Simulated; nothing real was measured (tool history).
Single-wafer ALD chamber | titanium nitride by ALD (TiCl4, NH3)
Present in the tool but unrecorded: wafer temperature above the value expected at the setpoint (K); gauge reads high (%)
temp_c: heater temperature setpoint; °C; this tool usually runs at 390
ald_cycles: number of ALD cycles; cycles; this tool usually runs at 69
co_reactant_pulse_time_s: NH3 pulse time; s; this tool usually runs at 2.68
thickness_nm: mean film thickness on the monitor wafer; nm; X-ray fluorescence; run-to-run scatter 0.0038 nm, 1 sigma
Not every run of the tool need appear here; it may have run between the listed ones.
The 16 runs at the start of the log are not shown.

run     day  temp_c  ald_cycles  co_reactant_pulse_time_s  wafers since the last listed run  hours since the last thermocouple change  hours since the showerhead was replaced  hours since the gauge calibration  read-back reference wafer on the same gauge, thickness_nm  thickness_nm
 17   8.575     390          69                      2.68                                54                                      41.8                                     5908                              133.9                                                      1.799         1.498
 18   9.071     376          69                      2.68                                36                                      53.7                                   5919.9                              145.8                                                      1.797         1.483
 19     9.6     384          61                      3.46                                38                                      66.4                                   5932.6                              158.5                                                      1.796          1.33
 20   9.988     405          59                      2.17                                28                                      75.7                                   5941.9                              167.8                                                      1.795          1.29
 21  10.271     390          69                      2.68                                20                                      82.5                                   5948.7                              174.6                                                      1.796         1.497
 22  10.617     376          63                      1.87                                25                                      90.8                                     5957                              182.9                                                      1.796         1.332
 23  11.325     390          61                      2.68                                51                                     107.8                                     5974                              199.9                                                      1.794         1.327
     12.092  -- showerhead replaced
 24  12.112     390          69                      2.68                                32                                     126.7                                      0.5                              218.8                                                      1.793         1.498
 25  12.417     402          62                      3.15                                22                                       134                                      7.8                              226.1                                                      1.795         1.364
 26  12.862     399          77                      2.68                                32                                     144.7                                     18.5                              236.8                                                      1.793          1.69
 27  13.321     395          69                      2.68                                33                                     155.7                                     29.5                              247.8                                                      1.792         1.498
 28  14.029     390          64                      2.11                                51                                     172.7                                     46.5                              264.8                                                      1.792         1.374
 29  14.525     376          69                      2.68                                36                                     184.6                                     58.4                              276.7                                                      1.791         1.474
 30  14.938     386          58                      3.05                                29                                     194.5                                     68.3                              286.6                                                       1.79         1.257
 31  15.375     390          64                      2.68                                31                                       205                                     78.8                              297.1                                                      1.791         1.386
 32  15.904     399          69                      2.68                                38                                     217.7                                     91.5                              309.8                                                      1.791         1.505
 33  16.204     390          69                      2.68                                21                                     224.9                                     98.7                                317                                                      1.789         1.497
 34  16.533     390          69                      3.05                                23                                     232.8                                    106.6                              324.9                                                      1.789         1.502
 35  17.242     381          75                      3.21                                51                                     249.8                                    123.6                              341.9                                                       1.79          1.62
 36  18.254     399          69                      2.68                                73                                     274.1                                    147.9                              366.2                                                      1.788         1.502
 37  18.608     383          75                      2.68                                25                                     282.6                                    156.4                              374.7                                                      1.788         1.611
 38  19.104     390          74                      2.68                                36                                     294.5                                    168.3                              386.6                                                      1.788         1.599
 39  19.812     390          61                      2.68                                51                                     311.5                                    185.3                              403.6                                                      1.788         1.323
     19.946  -- gauge calibrated
 40  20.521     390          69                      3.38                                51                                     328.5                                    202.3                               13.8                                                      1.819         1.527

Predict each of these 4 candidate next runs independently; none follows another, all start after run 40:
  A  20.546     390          69                      2.68                                 1                                     329.1                                    202.9                               14.4                                                          ?             ?
  B  20.546     377          63                      3.12                                 1                                     329.1                                    202.9                               14.4                                                          ?             ?
  C  20.546     399          73                      3.06                                 1                                     329.1                                    202.9                               14.4                                                          ?             ?
  D  20.546     384          74                      1.94                                 1                                     329.1                                    202.9                               14.4                                                          ?             ?

run  read-back reference wafer on the same gauge, thickness_nm  thickness_nm
  A                                                      1.819         1.518
  B                                                      1.819         1.381
  C                                                      1.819         1.622
  D                                                      1.819         1.603
Stripped of hidden state, with their random variation kept, the same runs would have yielded:
run  thickness_nm
  A         1.519
  B         1.382
  C         1.623
  D         1.605
